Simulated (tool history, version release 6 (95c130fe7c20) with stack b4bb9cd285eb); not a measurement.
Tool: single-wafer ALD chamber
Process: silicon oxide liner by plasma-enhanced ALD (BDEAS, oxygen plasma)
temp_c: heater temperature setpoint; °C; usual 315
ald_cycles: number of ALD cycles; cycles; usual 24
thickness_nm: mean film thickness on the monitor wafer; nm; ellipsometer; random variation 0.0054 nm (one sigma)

run,hour,temp_c,ald_cycles,wafers since the last listed run,hours since the last thermocouple change,hours since the gauge calibration,"read-back reference wafer on the same gauge, thickness_nm",thickness_nm
1,0,315,20,0,2556.1,191.6,2.33,1.778
2,27.1,315,20,371,2583.2,218.7,2.326,1.775
3,44.9,315,20,244,2601,236.5,2.327,1.781
4,75.8,315,24,423,2631.9,267.4,2.323,2.121
5,88.6,315,24,175,2644.7,280.2,2.321,2.123
6,138.7,315,24,687,2694.8,330.3,2.317,2.119
7,145.3,310,28,90,2701.4,336.9,2.316,2.49
8,154.1,310,28,120,2710.2,345.7,2.315,2.495
9,166,310,28,163,2722.1,357.6,2.315,2.487
10,175.6,315,24,131,2731.7,367.2,2.313,2.12
# hour 192.7: thermocouple changed; heater temperature recalibrated
11,193.2,315,24,131,0.5,384.8,2.313,2.116
12,197.5,315,24,58,4.8,389.1,2.313,2.124
13,214,315,24,226,21.3,405.6,2.311,2.129
14,228.1,315,24,193,35.4,419.7,2.31,2.11
15,241.3,315,24,181,48.6,432.9,2.307,2.112
16,257.2,315,24,218,64.5,448.8,2.307,2.12
17,269.7,319,21,171,77,461.3,2.306,1.832
18,285.2,319,21,212,92.5,476.8,2.305,1.836
19,297.8,315,24,172,105.1,489.4,2.302,2.114
20,311.4,321,29,186,118.7,503,2.301,2.522
21,319.2,315,24,106,126.5,510.8,2.301,2.108
22,334.1,320,21,204,141.4,525.7,2.302,1.835
23,351.3,315,21,235,158.6,542.9,2.297,1.848
# hour 359.3: gauge calibrated
24,362,304,23,146,169.3,2.7,2.355,2.099
25,376.9,315,24,204,184.2,17.6,2.354,2.164
26,394.4,315,24,240,201.7,35.1,2.353,2.15
27,403.5,315,24,124,210.8,44.2,2.351,2.15
28,416.8,319,22,182,224.1,57.5,2.347,1.96
29,433.6,329,24,230,240.9,74.3,2.347,2.106
30,451.1,315,22,240,258.4,91.8,2.345,1.968
31,466.3,327,24,208,273.6,107,2.345,2.12
32,499.6,302,27,456,306.9,140.3,2.34,2.446
33,517.6,315,27,246,324.9,158.3,2.338,2.419
34,531.3,315,24,187,338.6,172,2.339,2.149
35,543.1,300,24,161,350.4,183.8,2.335,2.176
36,554.2,306,27,152,361.5,194.9,2.334,2.432
37,571.1,319,20,231,378.4,211.8,2.335,1.773

Hidden state or all else? Some run-to-run changes of thickness_nm, split into what the settings, what came in and random variation would give without the hidden state, and what is left for the hidden state (with any gauge scatter that isn't in both results):
The hidden state here: wafer temperature above the value expected at the setpoint (K); gauge reads high (%).
Run 19 -> 20: temp_c 315 -> 321, ald_cycles 24 -> 29. thickness_nm +0.408 nm: hidden state -0.011, all else +0.419.
Run 20 -> 21: temp_c 321 -> 315, ald_cycles 29 -> 24. thickness_nm -0.414 nm: hidden state +0.009, all else -0.423.
Run 23 -> 24: temp_c 315 -> 304, ald_cycles 21 -> 23, gauge calibrated. thickness_nm +0.251 nm: hidden state +0.046, all else +0.205.
Run 36 -> 37: temp_c 306 -> 319, ald_cycles 27 -> 20. thickness_nm -0.659 nm: hidden state +0.003, all else -0.662.
